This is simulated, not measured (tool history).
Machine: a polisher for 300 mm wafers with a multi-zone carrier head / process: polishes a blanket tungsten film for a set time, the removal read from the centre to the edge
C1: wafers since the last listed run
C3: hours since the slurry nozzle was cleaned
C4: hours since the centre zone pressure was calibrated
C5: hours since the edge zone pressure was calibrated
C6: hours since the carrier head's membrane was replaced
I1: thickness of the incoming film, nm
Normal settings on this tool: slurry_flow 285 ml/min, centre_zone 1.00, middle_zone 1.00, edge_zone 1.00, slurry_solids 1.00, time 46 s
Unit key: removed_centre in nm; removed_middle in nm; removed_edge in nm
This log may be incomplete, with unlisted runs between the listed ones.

Run 1, hour 0.0: usual settings but middle_zone 0.94, time 34 s; C1 0; wafers polished on this pad 2342; C3 317.6; C4 806.8; C5 236.4; C6 397.9; I1 1374.6. Result: removed_centre 136.6 nm, removed_middle 136.2 nm, removed_edge 141.7 nm.
Run 2, hour 36.0: usual settings but middle_zone 1.08, edge_zone 1.06; C1 249; wafers polished on this pad 2592; C3 353.6; C4 842.8; C5 272.4; C6 433.9; I1 1335.3. Result: removed_centre 188.0 nm, removed_middle 203.8 nm, removed_edge 197.1 nm.
At hour 56.1: worn pad replaced by a new one.
At hour 66.8: edge zone pressure recalibrated.
Run 3, hour 86.2: usual settings but centre_zone 1.09, middle_zone 1.10, time 40 s; C1 306; wafers polished on this pad 194; C3 403.8; C4 893.0; C5 19.4; C6 484.1; I1 1365.9. Result: removed_centre 173.8 nm, removed_middle 180.0 nm, removed_edge 168.7 nm.
At hour 129.5: slurry nozzle cleaned.
Run 4, hour 156.3: usual settings but slurry_flow 370 ml/min, centre_zone 1.08; C1 479; wafers polished on this pad 674; C3 26.8; C4 963.1; C5 89.5; C6 554.2; I1 1364.9. Result: removed_centre 214.4 nm, removed_middle 198.9 nm, removed_edge 201.4 nm.
Run 5, hour 187.0: usual settings but middle_zone 0.94, time 34 s; C1 213; wafers polished on this pad 887; C3 57.5; C4 993.8; C5 120.2; C6 584.9; I1 1361.5. Result: removed_centre 144.6 nm, removed_middle 138.8 nm, removed_edge 147.3 nm.
Run 6, hour 240.9: usual settings; C1 374; wafers polished on this pad 1261; C3 111.4; C4 1047.7; C5 174.1; C6 638.8; I1 1338.3. Result: removed_centre 195.3 nm, removed_middle 196.7 nm, removed_edge 196.2 nm.
Run 7, hour 275.9: usual settings but slurry_solids 1.15, time 59 s; C1 242; wafers polished on this pad 1504; C3 146.4; C4 1082.7; C5 209.1; C6 673.8; I1 1341.7. Result: removed_centre 254.4 nm, removed_middle 262.4 nm, removed_edge 258.9 nm.
Run 8, hour 318.7: usual settings but slurry_flow 225 ml/min, centre_zone 1.09, middle_zone 1.03, slurry_solids 0.90; C1 297; wafers polished on this pad 1802; C3 189.2; C4 1125.5; C5 251.9; C6 716.6; I1 1365.0. Result: removed_centre 197.8 nm, removed_middle 185.3 nm, removed_edge 185.6 nm.
At hour 383.9: centre zone pressure recalibrated.
Run 9, hour 386.5: usual settings but slurry_flow 380 ml/min, centre_zone 0.90, middle_zone 1.05; C1 456; wafers polished on this pad 2258; C3 257.0; C4 2.6; C5 319.7; C6 784.4; I1 1345.8. Result: removed_centre 180.6 nm, removed_middle 210.1 nm, removed_edge 197.8 nm.
At hour 415.1: edge zone pressure recalibrated.
Run 10, hour 415.6: usual settings; C1 188; wafers polished on this pad 2447; C3 286.1; C4 31.7; C5 0.5; C6 813.5; I1 1368.1. Result: removed_centre 192.1 nm, removed_middle 192.6 nm, removed_edge 194.1 nm.
At hour 428.1: worn pad replaced by a new one.
Run 11, hour 447.3: usual settings but slurry_solids 1.20, time 42 s; C1 192; wafers polished on this pad 133; C3 317.8; C4 63.4; C5 32.2; C6 845.2; I1 1353.7. Result: removed_centre 179.0 nm, removed_middle 183.6 nm, removed_edge 184.7 nm.
Run 12, hour 482.3: usual settings but centre_zone 1.08, slurry_solids 1.10; C1 242; wafers polished on this pad 376; C3 352.8; C4 98.4; C5 67.2; C6 880.2; I1 1356.8. Result: removed_centre 202.7 nm, removed_middle 194.9 nm, removed_edge 198.0 nm.
Run 13, hour 507.5: usual settings; C1 174; wafers polished on this pad 551; C3 378.0; C4 123.6; C5 92.4; C6 905.4; I1 1326.3. Result: removed_centre 186.3 nm, removed_middle 189.6 nm, removed_edge 193.7 nm.
Run 14, hour 531.9: usual settings but middle_zone 0.94, edge_zone 1.03, slurry_solids 1.20, time 30 s; C1 169; wafers polished on this pad 720; C3 402.4; C4 148.0; C5 116.8; C6 929.8; I1 1359.5. Result: removed_centre 124.2 nm, removed_middle 119.3 nm, removed_edge 132.1 nm.
Run 15, hour 612.3: usual settings but time 31 s; C1 558; wafers polished on this pad 1279; C3 482.8; C4 228.4; C5 197.2; C6 1010.2; I1 1338.6. Result: removed_centre 121.9 nm, removed_middle 122.1 nm, removed_edge 127.3 nm.
Run 16, hour 644.8: usual settings but edge_zone 1.09, slurry_solids 0.85; C1 225; wafers polished on this pad 1504; C3 515.3; C4 260.9; C5 229.7; C6 1042.7; I1 1347.1. Result: removed_centre 172.7 nm, removed_middle 171.6 nm, removed_edge 183.8 nm.
Run 17, hour 671.8: usual settings but edge_zone 1.11; C1 187; wafers polished on this pad 1692; C3 542.3; C4 287.9; C5 256.7; C6 1069.7; I1 1334.6. Result: removed_centre 171.2 nm, removed_middle 174.2 nm, removed_edge 188.1 nm.
At hour 706.6: slurry nozzle cleaned.
Run 18, hour 718.8: usual settings but slurry_flow 345 ml/min, slurry_solids 1.25, time 40 s; C1 319; wafers polished on this pad 2011; C3 12.2; C4 334.9; C5 303.7; C6 1116.7; I1 1355.2. Result: removed_centre 185.8 nm, removed_middle 184.9 nm, removed_edge 184.3 nm.
At hour 735.4: worn pad replaced by a new one.
At hour 759.0: edge zone pressure recalibrated.
Run 19, hour 765.2: usual settings but centre_zone 1.03, time 54 s; C1 280; wafers polished on this pad 192; C3 58.6; C4 381.3; C5 6.2; C6 1163.1; I1 1342.0. Result: removed_centre 230.0 nm, removed_middle 230.8 nm, removed_edge 231.5 nm.
Run 20, hour 820.7: usual settings; C1 385; wafers polished on this pad 578; C3 114.1; C4 436.8; C5 61.7; C6 1218.6; I1 1356.9. Result: removed_centre 196.6 nm, removed_middle 197.5 nm, removed_edge 197.0 nm.

Same runs, no hidden state in the tool, same run-to-run variation:
Unlogged tool condition in this case: removal rate lost through wear of the pad, %; slurry flow missing at the pad, %; deviation of the centre zone's pressure from its setpoint, %; deviation of the edge zone's pressure from its setpoint, %.
run  removed_centre  removed_middle  removed_edge
  1           141.1           140.2         144.9
  2           195.8           211.4         202.6
  3           183.6           189.1         175.0
  4           215.7           200.0         202.2
  5           145.8           139.9         148.1
  6           197.3           198.6         197.6
  7           257.6           265.4         261.1
  8           201.9           188.8         188.1
  9           183.8           213.4         200.2
 10           197.6           197.5         197.9
 11           185.2           189.2         189.0
 12           211.3           202.3         203.6
 13           195.5           198.1         200.1
 14           131.4           125.5         137.2
 15           133.6           132.6         135.3
 16           193.6           190.1         198.2
 17           196.5           197.1         205.9
 18           186.6           185.6         184.8
 19           231.4           232.0         232.5
 20           198.2           198.9         198.1

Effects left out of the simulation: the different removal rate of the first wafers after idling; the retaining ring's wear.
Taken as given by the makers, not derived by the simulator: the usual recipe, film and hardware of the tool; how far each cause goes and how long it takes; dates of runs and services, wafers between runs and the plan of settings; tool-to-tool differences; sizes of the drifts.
